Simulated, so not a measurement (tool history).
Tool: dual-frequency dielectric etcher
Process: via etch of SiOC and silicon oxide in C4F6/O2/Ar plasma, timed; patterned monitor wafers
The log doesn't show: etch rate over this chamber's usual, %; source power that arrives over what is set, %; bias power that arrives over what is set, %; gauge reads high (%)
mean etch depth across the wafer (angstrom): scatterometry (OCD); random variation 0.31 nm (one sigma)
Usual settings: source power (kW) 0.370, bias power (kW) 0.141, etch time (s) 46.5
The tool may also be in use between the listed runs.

run	hour	source power (kW)	bias power (kW)	etch time (s)	wafers since the last listed run	hours since the last wet clean	hours since the last source power generator calibration	hours since the last bias power generator calibration	hours since the last upper electrode change	hours since the gauge calibration	read-back reference wafer on the same gauge, depth_nm	mean etch depth across the wafer (angstrom)
1	0.0	0.370	0.141	46.5	0	348.0	3948.9	3286.8	3475.6	227.0	57.13	478.6
2	17.8	0.370	0.141	46.5	190	365.8	3966.7	3304.6	3493.4	244.8	57.14	473.3
3	27.7	0.370	0.148	35.5	106	375.7	3976.6	3314.5	3503.3	254.7	57.23	369.3
4	45.6	0.370	0.141	55.5	191	393.6	3994.5	3332.4	3521.2	272.6	57.09	569.5
5	52.4	0.370	0.141	55.5	72	400.4	4001.3	3339.2	3528.0	279.4	56.97	571.9
6	64.0	0.370	0.141	46.5	124	412.0	4012.9	3350.8	3539.6	291.0	57.03	475.6
7	74.1	0.430	0.166	46.5	108	422.1	4023.0	3360.9	3549.7	301.1	57.15	516.4
8	81.0	0.310	0.141	55.5	73	429.0	4029.9	3367.8	3556.6	308.0	57.07	547.4
# hour 84.6: gauge calibrated
9	96.4	0.310	0.141	55.5	165	444.4	4045.3	3383.2	3572.0	11.8	57.04	548.3
10	107.6	0.310	0.141	55.5	120	455.6	4056.5	3394.4	3583.2	23.0	57.06	551.0
# hour 114.6: bias power generator calibrated
11	119.5	0.390	0.141	46.5	84	467.5	4068.4	4.9	3595.1	34.9	57.13	476.2
12	130.8	0.340	0.141	46.5	121	478.8	4079.7	16.2	3606.4	46.2	57.03	470.9
# hour 155.0: wet clean of the chamber
# hour 173.5: upper electrode replaced
13	174.0	0.280	0.169	35.0	7	19.0	4122.9	59.4	0.5	89.4	57.08	366.2
14	174.3	0.370	0.141	46.5	3	19.3	4123.2	59.7	0.8	89.7	57.06	495.4
15	174.6	0.390	0.141	46.5	3	19.6	4123.5	60.0	1.1	90.0	57.18	492.9
16	177.0	0.370	0.122	46.5	25	22.0	4125.9	62.4	3.5	92.4	57.07	483.2
17	192.6	0.420	0.141	38.0	167	37.6	4141.5	78.0	19.1	108.0	57.10	411.3
18	208.0	0.340	0.120	37.5	165	53.0	4156.9	93.4	34.5	123.4	57.08	375.9
19	221.6	0.310	0.162	35.0	145	66.6	4170.5	107.0	48.1	137.0	57.24	369.4
# hour 227.4: source power generator calibrated
20	228.6	0.430	0.141	42.5	32	73.6	1.2	114.0	55.1	144.0	57.13	463.6
21	236.3	0.400	0.113	35.0	82	81.3	8.9	121.7	62.8	151.7	57.16	361.6
22	249.3	0.440	0.141	46.5	139	94.3	21.9	134.7	75.8	164.7	57.02	501.3
23	255.8	0.420	0.141	39.0	69	100.8	28.4	141.2	82.3	171.2	57.04	422.9
24	271.6	0.370	0.141	46.5	169	116.6	44.2	157.0	98.1	187.0	57.17	486.1
25	289.1	0.410	0.167	46.5	187	134.1	61.7	174.5	115.6	204.5	57.15	516.8
26	305.1	0.330	0.141	46.5	171	150.1	77.7	190.5	131.6	220.5	57.04	472.9
27	319.4	0.370	0.141	58.5	153	164.4	92.0	204.8	145.9	234.8	57.15	612.6
# hour 328.8: gauge calibrated
28	332.8	0.460	0.110	54.5	143	177.8	105.4	218.2	159.3	4.0	57.04	566.0
29	343.4	0.370	0.110	40.0	113	188.4	116.0	228.8	169.9	14.6	57.07	395.7
30	351.2	0.310	0.141	55.5	83	196.2	123.8	236.6	177.7	22.4	57.07	566.7
31	359.3	0.370	0.141	46.5	86	204.3	131.9	244.7	185.8	30.5	57.06	485.1

3 ways to go on from here, each from the tool as it stands after run 31. What would each give?
A	359.7	0.370	0.141	46.5	4	204.7	132.3	245.1	186.2	30.9	?	?
B	359.7	0.310	0.141	33.5	4	204.7	132.3	245.1	186.2	30.9	?	?
C	359.7	0.340	0.155	52.5	4	204.7	132.3	245.1	186.2	30.9	?	?

run	read-back reference wafer on the same gauge, depth_nm	mean etch depth across the wafer (angstrom)
A	57.08	491.3
B	57.08	342.4
C	57.08	557.6
Without the tool's hidden state the same runs would have given:
run	mean etch depth across the wafer (angstrom)
A	498.7
B	347.6
C	566.0
